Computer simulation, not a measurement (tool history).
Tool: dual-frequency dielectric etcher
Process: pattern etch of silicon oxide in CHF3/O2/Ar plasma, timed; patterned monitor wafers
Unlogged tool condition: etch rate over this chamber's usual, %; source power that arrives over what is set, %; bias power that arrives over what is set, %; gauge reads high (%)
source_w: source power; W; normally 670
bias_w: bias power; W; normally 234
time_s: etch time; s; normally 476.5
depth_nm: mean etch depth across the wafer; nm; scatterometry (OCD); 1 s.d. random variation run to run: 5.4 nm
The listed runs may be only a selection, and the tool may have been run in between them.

| run | day | source_w | bias_w | time_s | wafers since the last listed run | hours since the last wet clean | hours since the last source power generator calibration | hours since the last bias power generator calibration | hours since the last upper electrode change | hours since the gauge calibration | read-back reference wafer on the same gauge, depth_nm | depth_nm |
|---|---|---|---|---|---|---|---|---|---|---|---|---|
| 1 | 0 | 630 | 234 | 476.5 | 0 | 157.6 | 1851.7 | 1578.6 | 3803.8 | 127.7 | 1009.9 | 1037.4 |
| 2 | 0.629 | 630 | 234 | 476.5 | 56 | 172.7 | 1866.8 | 1593.7 | 3818.9 | 142.8 | 1011.2 | 1046.8 |
| 3 | 1.379 | 670 | 246 | 476.5 | 67 | 190.7 | 1884.8 | 1611.7 | 3836.9 | 160.8 | 1010.5 | 1068.2 |
| 4 | 1.85 | 780 | 234 | 476.5 | 42 | 202 | 1896.1 | 1623 | 3848.2 | 172.1 | 1010.9 | 1124.1 |
| 5 | 2.35 | 780 | 234 | 476.5 | 45 | 214 | 1908.1 | 1635 | 3860.2 | 184.1 | 1009.6 | 1124 |
| 6 | 2.617 | 780 | 234 | 476.5 | 24 | 220.4 | 1914.5 | 1641.4 | 3866.6 | 190.5 | 1011.7 | 1115.5 |
| 7 | 3.246 | 540 | 234 | 476.5 | 56 | 235.5 | 1929.6 | 1656.5 | 3881.7 | 205.6 | 1010.4 | 951.9 |
| 8 | 3.517 | 670 | 234 | 514 | 24 | 242 | 1936.1 | 1663 | 3888.2 | 212.1 | 1009.7 | 1131.6 |
| 9 | 5.404 | 670 | 234 | 514 | 169 | 287.3 | 1981.4 | 1708.3 | 3933.5 | 257.4 | 1008.8 | 1130.3 |
|  | 5.45 | gauge calibrated |
| 10 | 5.696 | 730 | 234 | 476.5 | 26 | 294.3 | 1988.4 | 1715.3 | 3940.5 | 5.9 | 1011.2 | 1078.3 |
| 11 | 5.975 | 730 | 234 | 476.5 | 25 | 301 | 1995.1 | 1722 | 3947.2 | 12.6 | 1009.2 | 1078.5 |
| 12 | 6.542 | 730 | 234 | 476.5 | 51 | 314.6 | 2008.7 | 1735.6 | 3960.8 | 26.2 | 1011.3 | 1064.6 |
| 13 | 7.029 | 670 | 234 | 476.5 | 43 | 326.3 | 2020.4 | 1747.3 | 3972.5 | 37.9 | 1009 | 1050.5 |
|  | 8.267 | upper electrode replaced |
|  | 8.875 | source power generator calibrated |
|  | 9.05 | wet clean of the chamber |
|  | 9.138 | bias power generator calibrated |
| 14 | 9.158 | 580 | 257 | 539 | 62 | 2.6 | 6.8 | 0.5 | 21.4 | 89 | 1011.7 | 1191.6 |
| 15 | 9.179 | 670 | 208 | 407 | 1 | 3.1 | 7.3 | 1 | 21.9 | 89.5 | 1008.4 | 916.3 |
| 16 | 9.196 | 550 | 276 | 358.5 | 1 | 3.5 | 7.7 | 1.4 | 22.3 | 89.9 | 1010.6 | 775.2 |
| 17 | 9.217 | 790 | 234 | 476.5 | 1 | 4 | 8.2 | 1.9 | 22.8 | 90.4 | 1010.7 | 1169.2 |
| 18 | 9.721 | 580 | 234 | 476.5 | 45 | 16.1 | 20.3 | 14 | 34.9 | 102.5 | 1011.4 | 1025.1 |
| 19 | 10.438 | 670 | 234 | 476.5 | 64 | 33.3 | 37.5 | 31.2 | 52.1 | 119.7 | 1010.7 | 1077.2 |
| 20 | 10.85 | 570 | 274 | 420.5 | 37 | 43.2 | 47.4 | 41.1 | 62 | 129.6 | 1011.1 | 922.6 |
| 21 | 11.275 | 670 | 188 | 523.5 | 38 | 53.4 | 57.6 | 51.3 | 72.2 | 139.8 | 1010.7 | 1148.9 |
| 22 | 11.683 | 540 | 212 | 546 | 36 | 63.2 | 67.4 | 61.1 | 82 | 149.6 | 1010.2 | 1108.2 |
| 23 | 11.95 | 670 | 234 | 476.5 | 24 | 69.6 | 73.8 | 67.5 | 88.4 | 156 | 1012.6 | 1082.5 |
| 24 | 12.346 | 670 | 234 | 476.5 | 35 | 79.1 | 83.3 | 77 | 97.9 | 165.5 | 1008.1 | 1081.8 |
| 25 | 12.733 | 790 | 179 | 413 | 34 | 88.4 | 92.6 | 86.3 | 107.2 | 174.8 | 1008.8 | 964.8 |

Predict each of these 3 candidate next runs independently; none follows another, all start after run 25:
| A | 12.754 | 670 | 234 | 476.5 | 1 | 88.9 | 93.1 | 86.8 | 107.7 | 175.3 | ? | ? |
| B | 12.754 | 600 | 210 | 476.5 | 1 | 88.9 | 93.1 | 86.8 | 107.7 | 175.3 | ? | ? |
| C | 12.754 | 770 | 234 | 599.5 | 1 | 88.9 | 93.1 | 86.8 | 107.7 | 175.3 | ? | ? |

| run | read-back reference wafer on the same gauge, depth_nm | depth_nm |
|---|---|---|
| A | 1011.6 | 1077.9 |
| B | 1011.6 | 1009.4 |
| C | 1011.6 | 1438 |
With no hidden state in the tool, these same runs would have given:
| run | depth_nm |
|---|---|
| A | 1087.4 |
| B | 1018.3 |
| C | 1450.7 |
